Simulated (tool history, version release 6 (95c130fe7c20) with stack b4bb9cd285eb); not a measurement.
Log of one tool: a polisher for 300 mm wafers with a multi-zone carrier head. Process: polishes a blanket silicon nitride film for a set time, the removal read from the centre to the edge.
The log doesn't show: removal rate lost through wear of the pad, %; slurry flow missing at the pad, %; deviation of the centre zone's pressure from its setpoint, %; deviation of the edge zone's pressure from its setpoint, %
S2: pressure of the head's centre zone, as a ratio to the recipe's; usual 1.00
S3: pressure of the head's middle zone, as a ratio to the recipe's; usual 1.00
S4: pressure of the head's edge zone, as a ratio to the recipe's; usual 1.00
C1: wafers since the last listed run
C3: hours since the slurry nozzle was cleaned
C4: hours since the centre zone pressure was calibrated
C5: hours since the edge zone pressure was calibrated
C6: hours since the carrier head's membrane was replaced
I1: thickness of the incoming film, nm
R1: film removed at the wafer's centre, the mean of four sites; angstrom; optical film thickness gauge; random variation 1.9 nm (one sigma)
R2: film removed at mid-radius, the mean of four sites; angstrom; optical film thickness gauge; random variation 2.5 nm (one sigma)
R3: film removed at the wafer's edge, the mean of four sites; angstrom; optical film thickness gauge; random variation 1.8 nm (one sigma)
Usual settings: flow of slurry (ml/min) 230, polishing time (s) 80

Run 1, hour 0.0: usual settings; C1 0; wafers polished on this pad 2238; C3 262.9; C4 417.5; C5 134.9; C6 1212.5; I1 943.1. Result: R1 1648 angstrom, R2 1611 angstrom, R3 1661 angstrom.
At hour 42.1: worn pad replaced by a new one.
Run 2, hour 63.4: usual settings; C1 793; wafers polished on this pad 284; C3 326.3; C4 480.9; C5 198.3; C6 1275.9; I1 962.7. Result: R1 1821 angstrom, R2 1813 angstrom, R3 1804 angstrom.
Run 3, hour 126.7: usual settings; C1 845; wafers polished on this pad 1129; C3 389.6; C4 544.2; C5 261.6; C6 1339.2; I1 954.4. Result: R1 1707 angstrom, R2 1711 angstrom, R3 1733 angstrom.
Run 4, hour 189.0: usual settings; C1 831; wafers polished on this pad 1961; C3 451.9; C4 606.5; C5 323.9; C6 1401.5; I1 957.0. Result: R1 1581 angstrom, R2 1561 angstrom, R3 1627 angstrom.
Run 5, hour 245.4: usual settings but flow of slurry (ml/min) 200, polishing time (s) 92; C1 753; wafers polished on this pad 2714; C3 508.3; C4 662.9; C5 380.3; C6 1457.9; I1 942.5. Result: R1 1605 angstrom, R2 1654 angstrom, R3 1734 angstrom.
At hour 252.9: worn pad replaced by a new one.
At hour 306.8: slurry nozzle cleaned.
Run 6, hour 307.4: usual settings but flow of slurry (ml/min) 175, S4 0.91; C1 761; wafers polished on this pad 714; C3 0.6; C4 724.9; C5 442.3; C6 1519.9; I1 960.5. Result: R1 1703 angstrom, R2 1670 angstrom, R3 1687 angstrom.
At hour 322.7: carrier head's membrane replaced by a new one.
Run 7, hour 332.5: usual settings but flow of slurry (ml/min) 175, S4 0.91; C1 268; wafers polished on this pad 982; C3 25.7; C4 750.0; C5 467.4; C6 9.8; I1 969.5. Result: R1 1691 angstrom, R2 1678 angstrom, R3 1640 angstrom.
Run 8, hour 375.9: usual settings but S4 1.02; C1 579; wafers polished on this pad 1562; C3 69.1; C4 793.4; C5 510.8; C6 53.2; I1 949.6. Result: R1 1740 angstrom, R2 1665 angstrom, R3 1753 angstrom.
At hour 422.9: worn pad replaced by a new one.
Run 9, hour 423.4: usual settings but S4 1.02; C1 580; wafers polished on this pad 6; C3 116.6; C4 840.9; C5 558.3; C6 100.7; I1 950.0. Result: R1 1835 angstrom, R2 1805 angstrom, R3 1875 angstrom.
Run 10, hour 488.9: usual settings but flow of slurry (ml/min) 160; C1 874; wafers polished on this pad 881; C3 182.1; C4 906.4; C5 623.8; C6 166.2; I1 954.4. Result: R1 1623 angstrom, R2 1591 angstrom, R3 1662 angstrom.
Run 11, hour 556.4: usual settings but flow of slurry (ml/min) 290, S2 1.07; C1 901; wafers polished on this pad 1782; C3 249.6; C4 973.9; C5 691.3; C6 233.7; I1 939.9. Result: R1 1847 angstrom, R2 1677 angstrom, R3 1702 angstrom.
At hour 593.4: centre zone pressure recalibrated.
Run 12, hour 605.1: usual settings; C1 623; wafers polished on this pad 2406; C3 298.3; C4 11.7; C5 740.0; C6 282.4; I1 965.2. Result: R1 1606 angstrom, R2 1503 angstrom, R3 1593 angstrom.
At hour 612.7: worn pad replaced by a new one.
Run 13, hour 670.1: usual settings but S2 0.96, S4 1.06, polishing time (s) 60; C1 814; wafers polished on this pad 765; C3 363.3; C4 76.7; C5 805.0; C6 347.4; I1 933.4. Result: R1 1252 angstrom, R2 1266 angstrom, R3 1380 angstrom.
Run 14, hour 699.1: usual settings but S2 0.93, S3 0.97, S4 1.05; C1 387; wafers polished on this pad 1152; C3 392.3; C4 105.7; C5 834.0; C6 376.4; I1 940.4. Result: R1 1556 angstrom, R2 1559 angstrom, R3 1773 angstrom.
At hour 716.2: edge zone pressure recalibrated.
Run 15, hour 748.4: usual settings but S2 0.91, S4 1.07, polishing time (s) 88; C1 631; wafers polished on this pad 1784; C3 441.6; C4 155.0; C5 32.2; C6 425.7; I1 963.8. Result: R1 1617 angstrom, R2 1743 angstrom, R3 1852 angstrom.
At hour 780.8: worn pad replaced by a new one.
At hour 786.2: slurry nozzle cleaned.
Run 16, hour 818.1: usual settings but S4 1.05, polishing time (s) 71; C1 863; wafers polished on this pad 485; C3 31.9; C4 224.7; C5 101.9; C6 495.4; I1 947.1. Result: R1 1620 angstrom, R2 1572 angstrom, R3 1651 angstrom.
Run 17, hour 859.2: usual settings; C1 548; wafers polished on this pad 1034; C3 73.0; C4 265.8; C5 143.0; C6 536.5; I1 945.2. Result: R1 1739 angstrom, R2 1704 angstrom, R3 1781 angstrom.
Run 18, hour 924.8: usual settings; C1 875; wafers polished on this pad 1909; C3 138.6; C4 331.4; C5 208.6; C6 602.1; I1 962.5. Result: R1 1681 angstrom, R2 1628 angstrom, R3 1681 angstrom.

4 ways to go on from here, each from the tool as it stands after run 18. What would each give?
Run A, hour 925.2: usual settings; C1 5; wafers polished on this pad 1915; C3 139.0; C4 331.8; C5 209.0; C6 602.5; I1 967.5. Result: R1 ?, R2 ?, R3 ?.
Run B, hour 925.2: usual settings but S3 1.06, S4 1.04; C1 5; wafers polished on this pad 1915; C3 139.0; C4 331.8; C5 209.0; C6 602.5; I1 967.5. Result: R1 ?, R2 ?, R3 ?.
Run C, hour 925.2: usual settings but S2 1.07, S3 0.91, S4 1.04; C1 5; wafers polished on this pad 1915; C3 139.0; C4 331.8; C5 209.0; C6 602.5; I1 967.5. Result: R1 ?, R2 ?, R3 ?.
Run D, hour 925.2: usual settings but S2 1.05, S3 1.09, polishing time (s) 59; C1 5; wafers polished on this pad 1915; C3 139.0; C4 331.8; C5 209.0; C6 602.5; I1 967.5. Result: R1 ?, R2 ?, R3 ?.

run    R1    R2    R3
  A  1658  1651  1683
  B  1658  1734  1714
  C  1773  1525  1717
  D  1285  1310  1240
Without the tool's hidden state the same runs would have given:
run    R1    R2    R3
  A  1871  1862  1893
  B  1872  1956  1928
  C  2002  1720  1932
  D  1450  1477  1395

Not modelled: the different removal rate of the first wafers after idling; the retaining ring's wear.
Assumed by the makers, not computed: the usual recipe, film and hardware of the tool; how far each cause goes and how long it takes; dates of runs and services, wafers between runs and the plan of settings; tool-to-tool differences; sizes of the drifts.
